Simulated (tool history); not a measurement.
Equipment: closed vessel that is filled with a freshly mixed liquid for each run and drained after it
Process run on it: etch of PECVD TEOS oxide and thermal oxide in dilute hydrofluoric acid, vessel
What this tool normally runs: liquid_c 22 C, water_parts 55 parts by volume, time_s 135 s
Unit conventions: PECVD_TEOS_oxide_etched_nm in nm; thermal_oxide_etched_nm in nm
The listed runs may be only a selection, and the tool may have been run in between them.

run	hour	liquid_c	water_parts	time_s	wafers since the last listed run	hours since the thermometer was replaced	hours since the hydrofluoric acid flow meter was replaced	hours since the gauge calibration	read-back film thickness of the PECVD TEOS oxide reference wafer, read on the same gauge (nm)	read-back film thickness of the thermal oxide reference wafer, read on the same gauge (nm)	PECVD_TEOS_oxide_etched_nm	thermal_oxide_etched_nm
1	0	22	55	135	0	2375.8	2143.8	498	59.99	29.98	34.68	11.19
2	20.9	22	65	135	1290	2396.7	2164.7	518.9	60.01	30.01	29.69	9.29
3	37.7	20	55	135	1037	2413.5	2181.5	535.7	59.99	30.02	31.96	10.16
4	45.7	22	35	205	494	2421.5	2189.5	543.7	60.01	29.99	84.21	27.15
5	60.7	22	55	135	926	2436.5	2204.5	558.7	60.01	30.01	34.89	11.12
# hour 75: gauge calibrated
# hour 89.9: thermometer replaced
6	113.2	18.5	55	65	3180	23.3	2257	38.2	59.99	30.01	14.53	4.58
7	120.2	22	35	75	432	30.3	2264	45.2	60.02	29.98	31.45	9.93
8	134.1	22	55	185	858	44.2	2277.9	59.1	60.01	29.98	48.13	14.99
9	147.2	22	55	135	809	57.3	2291	72.2	59.97	30.01	34.71	10.96
10	159.6	22	55	135	765	69.7	2303.4	84.6	59.97	29.98	34.73	10.9
11	170	24.5	55	135	642	80.1	2313.8	95	60.03	30	38.16	12.25
12	185.2	22	40	160	938	95.3	2329	110.2	59.95	29.99	57.23	18.32
13	194.4	22	80	135	568	104.5	2338.2	119.4	60.01	30.01	23.07	7.28
# hour 203.8: hydrofluoric acid flow meter replaced
14	204.3	25	65	165	549	114.4	0.5	129.3	59.99	30.01	45.93	14.63
15	220.6	22	40	90	1006	130.7	16.8	145.6	59.99	29.99	36.66	11.74
16	238.5	23.5	65	55	1105	148.6	34.7	163.5	60.03	30.01	14.31	4.58
17	249.5	22	55	135	679	159.6	45.7	174.5	59.99	29.97	39.86	12.66
18	263.3	23.5	55	135	852	173.4	59.5	188.3	59.98	29.99	41.92	13.45
19	276	22	70	135	784	186.1	72.2	201	59.99	30.02	30.71	9.72
20	291	25	65	165	926	201.1	87.2	216	60.01	30	46.1	14.6
21	299.5	22	55	215	524	209.6	95.7	224.5	60	30.01	62.22	20.15
22	313.9	19	70	135	889	224	110.1	238.9	59.96	29.99	27.03	8.55
23	331.8	22	80	135	1105	241.9	128	256.8	59.99	30.01	26.21	8.38
24	345.2	20	55	135	827	255.3	141.4	270.2	59.98	30	35.63	11.61
25	356.7	17.5	55	135	710	266.8	152.9	281.7	60.02	30.02	33.03	10.4

Selected run-to-run steps in PECVD_TEOS_oxide_etched_nm, each split into two signed amounts: the part the tool would show with no hidden state at all (from settings, incoming material and random variation), and the remainder, which goes to the hidden state together with any gauge scatter not common to the measured and the hidden-state-free results:
What the log doesn't record here: liquid hotter than its thermometer reads (K); hydrofluoric acid flow below the setpoint (%); gauge reads high (%).
Run 3 -> 4: liquid_c 20 -> 22, water_parts 55 -> 35, time_s 135 -> 205. PECVD_TEOS_oxide_etched_nm +52.25 nm: hidden state -7.45, all else +59.7.
Run 4 -> 5: water_parts 35 -> 55, time_s 205 -> 135. PECVD_TEOS_oxide_etched_nm -49.32 nm: hidden state +6.95, all else -56.27.
